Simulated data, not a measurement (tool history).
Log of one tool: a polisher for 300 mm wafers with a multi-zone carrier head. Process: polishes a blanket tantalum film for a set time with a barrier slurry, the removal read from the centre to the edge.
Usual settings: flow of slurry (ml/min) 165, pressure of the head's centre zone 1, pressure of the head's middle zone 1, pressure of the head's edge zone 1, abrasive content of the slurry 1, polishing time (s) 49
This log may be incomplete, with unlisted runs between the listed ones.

run	day	flow of slurry (ml/min)	pressure of the head's centre zone	pressure of the head's middle zone	pressure of the head's edge zone	abrasive content of the slurry	polishing time (s)	wafers since the last listed run	wafers polished on this pad	hours since the slurry nozzle was cleaned	hours since the centre zone pressure was calibrated	hours since the edge zone pressure was calibrated	hours since the carrier head's membrane was replaced	incoming thickness of the incoming film, nm	film removed at the wafer's centre (Å)	film removed at mid-radius (Å)	film removed at the wafer's edge (Å)
1	0	165	1.06	1	0.91	1.25	49	0	834	296.1	126.6	221	105.7	452.5	1208	1159	1077
2	0.675	165	1	1	1	1	49	94	929	312.3	142.8	237.2	121.9	457.4	1097	1121	1067
3	1.679	105	1	1	0.96	1	59	141	1070	336.4	166.9	261.3	146	457.8	1191	1220	1195
4	2.188	165	1	1	1	1	49	71	1141	348.6	179.1	273.5	158.2	450	1102	1094	1054
# day 3.092: worn pad replaced by a new one
5	5.083	165	1	1	1	1	49	383	280	418.1	248.6	343	227.7	450.6	1117	1152	1090
# day 5.325: slurry nozzle cleaned
6	6.396	165	1.09	1	1	1	49	178	458	25.7	280.1	374.5	259.2	445.9	1206	1113	1082
7	7.883	165	1	1	1	0.9	49	209	667	61.4	315.8	410.2	294.9	452.7	1079	1092	1035
8	8.667	165	1	1	1	1	49	110	778	80.2	334.6	429	313.7	439.6	1095	1096	1045
9	9.762	140	1	1	1.07	0.9	49	154	932	106.5	360.9	455.3	340	454.8	1030	1049	1032
10	10.85	165	1	1.08	0.9	1	49	152	1085	132.6	387	481.4	366.1	449	1097	1185	1027
11	11.758	110	1	1	1	1	49	127	1212	154.4	408.8	503.2	387.9	453	990	1023	1005
# day 12.938: centre zone pressure recalibrated
12	12.958	140	1	1	0.93	1	49	156	1369	183.2	0.5	532	416.7	459	1054	1073	1001
# day 14.033: worn pad replaced by a new one
13	14.371	165	1	1	1.12	1	34	175	47	217.1	34.4	565.9	450.6	453.5	787	821	807
14	15.242	105	1.11	1	1.11	1	49	122	169	238	55.3	586.8	471.5	448.7	1136	1040	1081
15	15.775	165	1.07	1	1	1	49	74	244	250.8	68.1	599.6	484.3	449.9	1186	1122	1089
# day 16.117: edge zone pressure recalibrated
16	16.8	140	1	1	1.07	0.9	49	132	377	275.4	92.7	16.4	508.9	456.2	1049	1044	1067
17	17.683	215	1	0.93	0.92	1	49	124	501	296.6	113.9	37.6	530.1	451.2	1136	1068	1060
18	18.279	165	1.07	0.94	1	1	40	83	585	310.9	128.2	51.9	544.4	452.4	964	864	874
19	18.817	165	1	1	1	1	49	75	660	323.8	141.1	64.8	557.3	456.6	1084	1104	1057
20	19.704	165	1	1	1	1.3	49	124	785	345.1	162.4	86.1	578.6	448.1	1141	1140	1113
21	20.438	165	1	1	1	1	49	103	888	362.7	180	103.7	596.2	454.8	1081	1114	1062

Branching from run 21: 5 alternative next runs. What would each branch give?
A	20.454	165	1	1	1	1	49	2	890	363.1	180.4	104.1	596.6	449.8	?	?	?
B	20.454	165	1	1.07	1	1	37	2	890	363.1	180.4	104.1	596.6	449.8	?	?	?
C	20.454	150	1	1	1	0.75	55	2	890	363.1	180.4	104.1	596.6	449.8	?	?	?
D	20.454	165	1	1.07	1	1	35	2	890	363.1	180.4	104.1	596.6	449.8	?	?	?
E	20.454	165	1	1	1.08	1	61	2	890	363.1	180.4	104.1	596.6	449.8	?	?	?

run	film removed at the wafer's centre (Å)	film removed at mid-radius (Å)	film removed at the wafer's edge (Å)
A	1085	1114	1054
B	819	891	795
C	1142	1176	1117
D	775	843	752
E	1350	1387	1351
Had the tool no hidden state, the same runs would have come out as:
run	film removed at the wafer's centre (Å)	film removed at mid-radius (Å)	film removed at the wafer's edge (Å)
A	1159	1191	1127
B	876	953	850
C	1221	1257	1194
D	829	901	804
E	1443	1483	1445

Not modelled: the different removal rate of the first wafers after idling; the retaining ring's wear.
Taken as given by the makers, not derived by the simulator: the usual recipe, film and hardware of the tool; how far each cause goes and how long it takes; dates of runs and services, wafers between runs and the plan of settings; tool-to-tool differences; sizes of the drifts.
